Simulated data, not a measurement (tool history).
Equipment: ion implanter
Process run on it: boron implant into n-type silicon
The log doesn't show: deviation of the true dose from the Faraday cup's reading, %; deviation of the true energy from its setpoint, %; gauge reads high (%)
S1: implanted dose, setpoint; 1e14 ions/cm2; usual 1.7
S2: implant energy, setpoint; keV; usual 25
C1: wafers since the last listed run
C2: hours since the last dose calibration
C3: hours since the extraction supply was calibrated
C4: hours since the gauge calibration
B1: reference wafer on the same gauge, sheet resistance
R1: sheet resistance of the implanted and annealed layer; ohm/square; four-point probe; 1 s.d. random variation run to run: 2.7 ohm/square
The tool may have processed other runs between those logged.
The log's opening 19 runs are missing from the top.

run,hour,S1,S2,C1,C2,C3,C4,B1,R1
20,1072.4,1.7,29.5,819,567.3,7306,1753.8,477.78,511.03
# hour 1093.2: extraction supply calibrated
21,1126.5,1.91,25,627,621.4,33.3,1807.9,475.88,474.66
22,1154.4,1.7,16.5,379,649.3,61.2,1835.8,477.45,555.3
23,1218.3,2.1,21,870,713.2,125.1,1899.7,476.61,454.76
24,1260.6,1.45,25,576,755.5,167.4,1942,477.21,593.06
25,1298.7,1.26,19.5,518,793.6,205.5,1980.1,477.81,690.67
# hour 1351.6: gauge calibrated
26,1423.9,1.7,25,1704,918.8,330.7,72.3,476.84,525.51
27,1480.2,1.59,25,766,975.1,387,128.6,475.33,549.41
28,1520,1.7,19,541,1014.9,426.8,168.4,476.13,546.8
29,1551.4,1.38,22.5,427,1046.3,458.2,199.8,478.67,628.64
30,1596.2,1.45,30,610,1091.1,503,244.6,477.19,581.41
31,1651.3,1.34,17,750,1146.2,558.1,299.7,476.36,673.99
32,1699.4,1.7,27.5,655,1194.3,606.2,347.8,476.58,524.13
33,1728.2,2.07,25,392,1223.1,635,376.6,477.85,453.02
34,1792.7,2.05,25,878,1287.6,699.5,441.1,476.37,453.99
35,1841.5,1.35,30,664,1336.4,748.3,489.9,476.64,611.04
36,1910.2,1.7,25,935,1405.1,817,558.6,476.58,525.3

Here are 5 independent what-if runs from the current tool condition. What would each one return?
A,1910.6,1.7,25,5,1405.5,817.4,559,?,?
B,1910.6,2.11,20.5,5,1405.5,817.4,559,?,?
C,1910.6,1.24,18,5,1405.5,817.4,559,?,?
D,1910.6,1.21,20.5,5,1405.5,817.4,559,?,?
E,1910.6,1.7,17.5,5,1405.5,817.4,559,?,?

run,B1,R1
A,476.86,532.74
B,476.86,459.94
C,476.86,717.33
D,476.86,716.07
E,476.86,559.78
Without the tool's hidden state the same runs would have given:
run,R1
A,516.29
B,445.27
C,695.3
D,694.41
E,541.92

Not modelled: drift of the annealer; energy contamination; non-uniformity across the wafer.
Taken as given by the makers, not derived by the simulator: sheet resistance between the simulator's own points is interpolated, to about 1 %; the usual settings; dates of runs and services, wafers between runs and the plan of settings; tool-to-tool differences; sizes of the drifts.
